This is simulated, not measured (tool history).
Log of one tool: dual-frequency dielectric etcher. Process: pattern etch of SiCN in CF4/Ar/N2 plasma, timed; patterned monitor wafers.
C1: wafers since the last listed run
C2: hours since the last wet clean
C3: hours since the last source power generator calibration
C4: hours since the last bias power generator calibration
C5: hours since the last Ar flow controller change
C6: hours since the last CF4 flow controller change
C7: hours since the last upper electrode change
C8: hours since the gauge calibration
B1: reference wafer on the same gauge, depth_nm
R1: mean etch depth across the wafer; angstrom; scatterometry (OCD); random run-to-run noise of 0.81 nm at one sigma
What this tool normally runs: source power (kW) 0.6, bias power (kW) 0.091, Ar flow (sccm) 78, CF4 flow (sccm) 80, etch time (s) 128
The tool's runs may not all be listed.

run 1 day=0 | source_power_(kW)=0.6 bias_power_(kW)=0.091 Ar_flow_(sccm)=83 CF4_flow_(sccm)=80 etch_time_(s)=128 | C1=0 C2=97.2 C3=2451.4 C4=4821.7 C5=43.2 C6=6153 C7=2247.5 C8=1768.8 | B1=156.1 | R1=1534
run 2 day=1.688 | source_power_(kW)=0.6 bias_power_(kW)=0.091 Ar_flow_(sccm)=83 CF4_flow_(sccm)=80 etch_time_(s)=128 | C1=446 C2=137.7 C3=2491.9 C4=4862.2 C5=83.7 C6=6193.5 C7=2288 C8=1809.3 | B1=156.1 | R1=1526
-- day=1.862 gauge calibrated
run 3 day=4.404 | source_power_(kW)=0.6 bias_power_(kW)=0.091 Ar_flow_(sccm)=78 CF4_flow_(sccm)=86 etch_time_(s)=128 | C1=719 C2=202.9 C3=2557.1 C4=4927.4 C5=148.9 C6=6258.7 C7=2353.2 C8=61 | B1=155.8 | R1=1552
run 4 day=6.679 | source_power_(kW)=0.6 bias_power_(kW)=0.091 Ar_flow_(sccm)=78 CF4_flow_(sccm)=86 etch_time_(s)=128 | C1=602 C2=257.5 C3=2611.7 C4=4982 C5=203.5 C6=6313.3 C7=2407.8 C8=115.6 | B1=155.9 | R1=1556
-- day=7.467 CF4 flow controller replaced
run 5 day=9.633 | source_power_(kW)=0.6 bias_power_(kW)=0.091 Ar_flow_(sccm)=64 CF4_flow_(sccm)=80 etch_time_(s)=128 | C1=716 C2=328.4 C3=2682.6 C4=5052.9 C5=274.4 C6=52 C7=2478.7 C8=186.5 | B1=155.8 | R1=1576
-- day=10.025 source power generator calibrated
run 6 day=11.925 | source_power_(kW)=0.5 bias_power_(kW)=0.081 Ar_flow_(sccm)=73 CF4_flow_(sccm)=80 etch_time_(s)=161 | C1=562 C2=383.4 C3=45.6 C4=5107.9 C5=329.4 C6=107 C7=2533.7 C8=241.5 | B1=156.2 | R1=1681
run 7 day=14.567 | source_power_(kW)=0.6 bias_power_(kW)=0.091 Ar_flow_(sccm)=60 CF4_flow_(sccm)=63 etch_time_(s)=103 | C1=699 C2=446.8 C3=109 C4=5171.3 C5=392.8 C6=170.4 C7=2597.1 C8=304.9 | B1=155.9 | R1=1273
run 8 day=15.662 | source_power_(kW)=0.6 bias_power_(kW)=0.091 Ar_flow_(sccm)=78 CF4_flow_(sccm)=80 etch_time_(s)=153.5 | C1=290 C2=473.1 C3=135.3 C4=5197.6 C5=419.1 C6=196.7 C7=2623.4 C8=331.2 | B1=156.2 | R1=1911
run 9 day=17.229 | source_power_(kW)=0.72 bias_power_(kW)=0.091 Ar_flow_(sccm)=78 CF4_flow_(sccm)=80 etch_time_(s)=91 | C1=414 C2=510.7 C3=172.9 C4=5235.2 C5=456.7 C6=234.3 C7=2661 C8=368.8 | B1=155.9 | R1=1318
-- day=18.354 wet clean of the chamber
-- day=20.342 upper electrode replaced
run 10 day=20.362 | source_power_(kW)=0.6 bias_power_(kW)=0.091 Ar_flow_(sccm)=78 CF4_flow_(sccm)=80 etch_time_(s)=128 | C1=300 C2=48.2 C3=248.1 C4=5310.4 C5=531.9 C6=309.5 C7=0.5 C8=444 | B1=155.9 | R1=1596
run 11 day=20.433 | source_power_(kW)=0.6 bias_power_(kW)=0.109 Ar_flow_(sccm)=94 CF4_flow_(sccm)=80 etch_time_(s)=162.5 | C1=18 C2=49.9 C3=249.8 C4=5312.1 C5=533.6 C6=311.2 C7=2.2 C8=445.7 | B1=156 | R1=2054
run 12 day=21.708 | source_power_(kW)=0.6 bias_power_(kW)=0.107 Ar_flow_(sccm)=96 CF4_flow_(sccm)=92 etch_time_(s)=155.5 | C1=337 C2=80.5 C3=280.4 C4=5342.7 C5=564.2 C6=341.8 C7=32.8 C8=476.3 | B1=156.3 | R1=2004
-- day=23.917 bias power generator calibrated
run 13 day=24.242 | source_power_(kW)=0.6 bias_power_(kW)=0.091 Ar_flow_(sccm)=78 CF4_flow_(sccm)=80 etch_time_(s)=128 | C1=626 C2=141.3 C3=341.2 C4=7.8 C5=625 C6=402.6 C7=93.6 C8=537.1 | B1=156.1 | R1=1595
run 14 day=25.383 | source_power_(kW)=0.6 bias_power_(kW)=0.084 Ar_flow_(sccm)=78 CF4_flow_(sccm)=80 etch_time_(s)=128 | C1=302 C2=168.7 C3=368.6 C4=35.2 C5=652.4 C6=430 C7=121 C8=564.5 | B1=155.8 | R1=1559
run 15 day=27.096 | source_power_(kW)=0.6 bias_power_(kW)=0.091 Ar_flow_(sccm)=70 CF4_flow_(sccm)=80 etch_time_(s)=128 | C1=453 C2=209.8 C3=409.7 C4=76.3 C5=693.5 C6=471.1 C7=162.1 C8=605.6 | B1=155.8 | R1=1586
run 16 day=29.396 | source_power_(kW)=0.6 bias_power_(kW)=0.091 Ar_flow_(sccm)=78 CF4_flow_(sccm)=80 etch_time_(s)=128 | C1=609 C2=265 C3=464.9 C4=131.5 C5=748.7 C6=526.3 C7=217.3 C8=660.8 | B1=156.1 | R1=1591
run 17 day=32.362 | source_power_(kW)=0.6 bias_power_(kW)=0.084 Ar_flow_(sccm)=78 CF4_flow_(sccm)=62 etch_time_(s)=128 | C1=785 C2=336.2 C3=536.1 C4=202.7 C5=819.9 C6=597.5 C7=288.5 C8=732 | B1=155.9 | R1=1484
run 18 day=34.238 | source_power_(kW)=0.6 bias_power_(kW)=0.105 Ar_flow_(sccm)=78 CF4_flow_(sccm)=89 etch_time_(s)=128 | C1=496 C2=381.2 C3=581.1 C4=247.7 C5=864.9 C6=642.5 C7=333.5 C8=777 | B1=155.9 | R1=1635
run 19 day=35.267 | source_power_(kW)=0.57 bias_power_(kW)=0.091 Ar_flow_(sccm)=78 CF4_flow_(sccm)=80 etch_time_(s)=128 | C1=272 C2=405.9 C3=605.8 C4=272.4 C5=889.6 C6=667.2 C7=358.2 C8=801.7 | B1=156.1 | R1=1500
run 20 day=36.683 | source_power_(kW)=0.6 bias_power_(kW)=0.112 Ar_flow_(sccm)=66 CF4_flow_(sccm)=65 etch_time_(s)=128 | C1=375 C2=439.9 C3=639.8 C4=306.4 C5=923.6 C6=701.2 C7=392.2 C8=835.7 | B1=156.1 | R1=1633
run 21 day=39.596 | source_power_(kW)=0.6 bias_power_(kW)=0.102 Ar_flow_(sccm)=69 CF4_flow_(sccm)=69 etch_time_(s)=100 | C1=771 C2=509.8 C3=709.7 C4=376.3 C5=993.5 C6=771.1 C7=462.1 C8=905.6 | B1=156.1 | R1=1250
run 22 day=42.338 | source_power_(kW)=0.6 bias_power_(kW)=0.108 Ar_flow_(sccm)=78 CF4_flow_(sccm)=80 etch_time_(s)=141.5 | C1=726 C2=575.6 C3=775.5 C4=442.1 C5=1059.3 C6=836.9 C7=527.9 C8=971.4 | B1=156.1 | R1=1778

Difference, measured minus no-hidden-state, one row per run. Run-to-run variation is common to both terms; the gauge's own scatter need not be:
What the log doesn't record here: etch rate over this chamber's usual, %; source power that arrives over what is set, %; bias power that arrives over what is set, %; Ar flow that arrives over what is set, %; CF4 flow that arrives over what is set, %; gauge reads high (%).
run=1 R1=-63
run=2 R1=-63
run=3 R1=-64
run=4 R1=-65
run=5 R1=-66
run=6 R1=-7
run=7 R1=-9
run=8 R1=-16
run=9 R1=-13
run=10 R1=-21
run=11 R1=-27
run=12 R1=-28
run=13 R1=-27
run=14 R1=-28
run=15 R1=-30
run=16 R1=-33
run=17 R1=-34
run=18 R1=-39
run=19 R1=-37
run=20 R1=-42
run=21 R1=-35
run=22 R1=-52
